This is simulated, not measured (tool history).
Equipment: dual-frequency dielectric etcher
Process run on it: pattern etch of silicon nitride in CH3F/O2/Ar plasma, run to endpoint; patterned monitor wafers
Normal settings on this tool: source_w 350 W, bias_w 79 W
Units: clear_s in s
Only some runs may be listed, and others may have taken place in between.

run   hour  source_w  bias_w  incoming incoming film thickness, nm  clear_s
  1    0.0       350      79                                  49.8     77.6
  2   41.2       350      79                                  50.2     78.4
  3   56.4       350      79                                  49.7     77.2
  4   68.5       350      79                                  50.8     79.2
  5   90.7       350      79                                  50.4     78.7
  6  125.3       320      79                                  49.6     82.8
  7  152.0       320      79                                  50.0     83.6
     166.5  -- source power generator calibrated
  8  178.7       320      79                                  50.3     84.3
     206.7  -- bias power generator calibrated
  9  207.2       400      79                                  49.7     72.5
 10  230.5       400      79                                  50.3     74.0
 11  245.5       350      84                                  50.6     78.4
 12  280.9       290      79                                  49.8     88.2
 13  314.5       430      66                                  49.8     75.6
 14  328.6       320      79                                  50.0     85.6
     353.7  -- wet clean of the chamber
 15  354.2       350      79                                  49.4     76.5
     384.0  -- upper electrode replaced, of another model than before
 16  384.5       400      91                                  50.3     67.3
 17  385.8       380      71                                  50.1     74.4
 18  410.2       260      68                                  50.1    112.7
 19  425.2       350      79                                  50.2     78.8
 20  445.2       350      79                                  50.1     78.5
 21  467.1       350      74                                  50.1     80.6
 22  500.9       320      65                                  50.8     92.1
 23  522.1       350      62                                  49.9     82.9

What if the next run were any one of these 5? Each begins from the tool's condition after run 23:
  A  522.5       350      79                                  50.9        ?
  B  522.5       350      63                                  50.9        ?
  C  522.5       290      67                                  50.9        ?
  D  522.5       270      84                                  50.9        ?
  E  522.5       350      93                                  50.9        ?

run  clear_s
  A     80.3
  B     85.1
  C    100.7
  D    103.3
  E     76.7
The same runs, with their run-to-run variation unchanged, on a tool lacking any hidden condition would have given:
run  clear_s
  A     79.0
  B     83.8
  C     99.1
  D    101.6
  E     75.5
